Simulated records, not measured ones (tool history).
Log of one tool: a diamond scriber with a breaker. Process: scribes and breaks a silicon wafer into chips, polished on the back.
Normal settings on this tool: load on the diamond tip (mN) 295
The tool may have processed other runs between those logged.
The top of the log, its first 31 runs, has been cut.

run	hour	load on the diamond tip (mN)	wafers since the last listed run	hours since the diamond tip was replaced	hours since the load on the tip was calibrated	incoming depth of the damage left on the back of the incoming wafer, um	depth of the median crack under the scribed line (nm)	chips rejected at inspection after the break (%)
32	1039.2	328	199	231.6	401.7	0.01	11910	1.53
33	1074.0	295	105	266.4	436.5	0.04	11490	1.02
34	1097.2	295	70	289.6	459.7	0.02	11130	1.10
35	1124.7	214	83	317.1	487.2	0.04	9070	11.03
36	1153.0	295	86	345.4	515.5	0.04	11310	0.91
37	1170.6	295	53	363.0	533.1	0.02	10990	1.00
38	1195.9	295	76	388.3	558.4	0.04	11370	1.02
39	1231.7	267	108	424.1	594.2	0.02	10470	2.69
40	1252.8	329	64	445.2	615.3	0.02	11720	1.17
41	1283.1	358	92	475.5	645.6	0.04	12560	2.44

Branching from run 41: 5 alternative next runs. What would each branch give?
A	1283.7	344	1	476.1	646.2	0.02	?	?
B	1283.7	370	1	476.1	646.2	0.02	?	?
C	1283.7	332	1	476.1	646.2	0.02	?	?
D	1283.7	247	1	476.1	646.2	0.02	?	?
E	1283.7	351	1	476.1	646.2	0.02	?	?

run	depth of the median crack under the scribed line (nm)	chips rejected at inspection after the break (%)
A	12170	1.72
B	12750	3.42
C	11900	1.24
D	9870	6.12
E	12330	2.09
With no hidden state in the tool, these same runs would have given:
run	depth of the median crack under the scribed line (nm)	chips rejected at inspection after the break (%)
A	12660	3.12
B	13270	5.62
C	12380	2.24
D	10270	3.79
E	12830	3.72

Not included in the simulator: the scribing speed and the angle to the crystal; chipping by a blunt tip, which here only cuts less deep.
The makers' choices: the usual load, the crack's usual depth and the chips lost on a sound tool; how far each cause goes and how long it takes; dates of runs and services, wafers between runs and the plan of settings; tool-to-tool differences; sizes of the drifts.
